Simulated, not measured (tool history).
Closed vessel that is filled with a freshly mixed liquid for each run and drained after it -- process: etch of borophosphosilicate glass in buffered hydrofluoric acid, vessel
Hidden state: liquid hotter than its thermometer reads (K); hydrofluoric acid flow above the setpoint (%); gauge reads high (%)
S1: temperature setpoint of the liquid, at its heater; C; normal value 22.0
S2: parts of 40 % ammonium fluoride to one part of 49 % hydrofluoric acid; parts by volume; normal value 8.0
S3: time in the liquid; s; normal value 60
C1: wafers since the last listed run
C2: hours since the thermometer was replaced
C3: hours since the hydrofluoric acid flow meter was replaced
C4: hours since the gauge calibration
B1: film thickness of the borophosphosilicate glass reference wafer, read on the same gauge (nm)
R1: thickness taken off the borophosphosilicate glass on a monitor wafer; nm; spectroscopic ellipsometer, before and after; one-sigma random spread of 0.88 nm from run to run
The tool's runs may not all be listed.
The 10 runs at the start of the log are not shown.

run,day,S1,S2,S3,C1,C2,C3,C4,B1,R1
11,18.488,22.0,8.0,60,2551,263.4,179.3,127.2,39.99,172.14
12,20.662,22.0,8.0,60,5436,315.6,231.5,179.4,40.02,173.96
# day 21.071: hydrofluoric acid flow meter replaced, repeated, since the last time left the tool worse
13,22.821,22.0,8.0,60,5290,367.4,42.0,231.2,40.03,147.37
14,25.062,22.0,10.5,60,5603,421.2,95.8,285.0,39.99,116.42
15,26.850,26.0,9.0,35,4468,464.1,138.7,327.9,39.98,94.35
16,28.679,22.0,10.5,90,4572,508.0,182.6,371.8,40.01,174.78
17,30.388,22.0,7.0,60,4270,549.0,223.6,412.8,39.99,172.79
# day 30.712: thermometer replaced
18,32.650,27.0,8.0,30,5551,46.5,277.9,467.1,40.00,97.69
19,35.308,25.5,5.5,35,6644,110.3,341.7,530.9,39.98,151.80
20,36.329,24.5,10.0,45,2551,134.8,366.2,555.4,40.00,104.69
21,38.046,22.0,8.0,60,4291,176.0,407.4,596.6,39.98,149.74
22,39.917,20.0,6.5,35,4676,220.9,452.3,641.5,40.03,96.27
23,41.050,20.0,8.0,95,2832,248.1,479.5,668.7,39.99,212.73
24,43.542,22.0,8.0,60,6228,307.9,539.3,728.5,39.98,151.99
25,45.633,24.5,8.0,50,5228,358.1,589.5,778.7,39.99,144.04
26,47.404,22.0,8.0,60,4426,400.6,632.0,821.2,39.98,151.88

Forecast run 27:
27,49.333,18.5,8.0,60,4822,446.9,678.3,867.5,?,?

For run 27 the tool returned B1 39.99, R1 125.98 nm.
Minus the tool's unlogged condition, the same run would have read R1 122.45 nm.

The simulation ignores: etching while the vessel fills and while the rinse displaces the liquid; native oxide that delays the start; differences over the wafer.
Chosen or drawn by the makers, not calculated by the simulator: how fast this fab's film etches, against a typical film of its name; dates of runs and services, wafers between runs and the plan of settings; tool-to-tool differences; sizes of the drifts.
